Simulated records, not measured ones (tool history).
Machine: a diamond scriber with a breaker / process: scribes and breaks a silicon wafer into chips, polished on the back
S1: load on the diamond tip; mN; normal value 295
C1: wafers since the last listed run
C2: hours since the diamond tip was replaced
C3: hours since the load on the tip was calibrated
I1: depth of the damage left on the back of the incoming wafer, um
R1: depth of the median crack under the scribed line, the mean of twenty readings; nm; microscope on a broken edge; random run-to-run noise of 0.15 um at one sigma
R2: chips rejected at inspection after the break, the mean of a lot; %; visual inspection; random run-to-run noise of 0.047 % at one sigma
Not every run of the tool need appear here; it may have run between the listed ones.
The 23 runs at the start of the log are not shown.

At hour 1191.4: load on the tip recalibrated.
Run 24, hour 1292.5: usual settings but S1 226 mN; C1 222; C2 183.5; C3 101.1; I1 0.03. Result: R1 8960 nm, R2 2.19 %.
Run 25, hour 1346.8: usual settings but S1 247 mN; C1 117; C2 237.8; C3 155.4; I1 0.04. Result: R1 9210 nm, R2 1.44 %.
Run 26, hour 1411.6: usual settings but S1 327 mN; C1 140; C2 302.6; C3 220.2; I1 0.01. Result: R1 10740 nm, R2 0.84 %.
Run 27, hour 1453.2: usual settings but S1 259 mN; C1 90; C2 344.2; C3 261.8; I1 0.03. Result: R1 9390 nm, R2 1.06 %.
Run 28, hour 1489.7: usual settings; C1 79; C2 380.7; C3 298.3; I1 0.01. Result: R1 10070 nm, R2 0.71 %.
Run 29, hour 1533.1: usual settings but S1 361 mN; C1 94; C2 424.1; C3 341.7; I1 0.05. Result: R1 11790 nm, R2 1.3 %.
Run 30, hour 1559.2: usual settings but S1 260 mN; C1 56; C2 450.2; C3 367.8; I1 0.04. Result: R1 9510 nm, R2 1.11 %.
Run 31, hour 1598.4: usual settings but S1 250 mN; C1 85; C2 489.4; C3 407; I1 0.03. Result: R1 9170 nm, R2 1.32 %.
Run 32, hour 1627.2: usual settings; C1 62; C2 518.2; C3 435.8; I1 0.03. Result: R1 10230 nm, R2 0.74 %.
Run 33, hour 1677.7: usual settings but S1 367 mN; C1 109; C2 568.7; C3 486.3; I1 0.02. Result: R1 11590 nm, R2 1.51 %.
Run 34, hour 1710.6: usual settings but S1 261 mN; C1 71; C2 601.6; C3 519.2; I1 0.03. Result: R1 9670 nm, R2 1.05 %.
Run 35, hour 1741.1: usual settings but S1 368 mN; C1 66; C2 632.1; C3 549.7; I1 0.02. Result: R1 11520 nm, R2 1.6 %.
Run 36, hour 1806.9: usual settings but S1 210 mN; C1 142; C2 697.9; C3 615.5; I1 0.03. Result: R1 8790 nm, R2 2.79 %.
Run 37, hour 1869.3: usual settings but S1 362 mN; C1 135; C2 760.3; C3 677.9; I1 0.03. Result: R1 11580 nm, R2 1.46 %.
At hour 1876.4: diamond tip replaced by a new one.
Run 38, hour 1919.4: usual settings but S1 216 mN; C1 104; C2 43; C3 728; I1 0.02. Result: R1 9090 nm, R2 1.48 %.
Run 39, hour 1985.3: usual settings; C1 143; C2 108.9; C3 793.9; I1 0.03. Result: R1 10850 nm, R2 0.78 %.
Run 40, hour 2018: usual settings but S1 266 mN; C1 70; C2 141.6; C3 826.6; I1 0.02. Result: R1 9970 nm, R2 0.66 %.
Run 41, hour 2063.6: usual settings; C1 98; C2 187.2; C3 872.2; I1 0.04. Result: R1 10640 nm, R2 0.69 %.
Run 42, hour 2103.4: usual settings but S1 239 mN; C1 86; C2 227; C3 912; I1 0.02. Result: R1 9610 nm, R2 1.2 %.

Consider 3 possible next runs. They are alternatives, not a sequence: every one starts from the tool as it was left by run 42. What does each give?
Run A, hour 2104: usual settings but S1 357 mN; C1 1; C2 227.6; C3 912.6; I1 0.02. Result: R1 ?, R2 ?.
Run B, hour 2104: usual settings but S1 208 mN; C1 1; C2 227.6; C3 912.6; I1 0.02. Result: R1 ?, R2 ?.
Run C, hour 2104: usual settings but S1 337 mN; C1 1; C2 227.6; C3 912.6; I1 0.02. Result: R1 ?, R2 ?.

run     R1    R2
  A  11520  1.81
  B   8750  2.26
  C  11170  1.29
What these runs would have given with no unlogged condition in the tool:
run     R1    R2
  A  11230  1.37
  B   8530  2.87
  C  10890  0.97
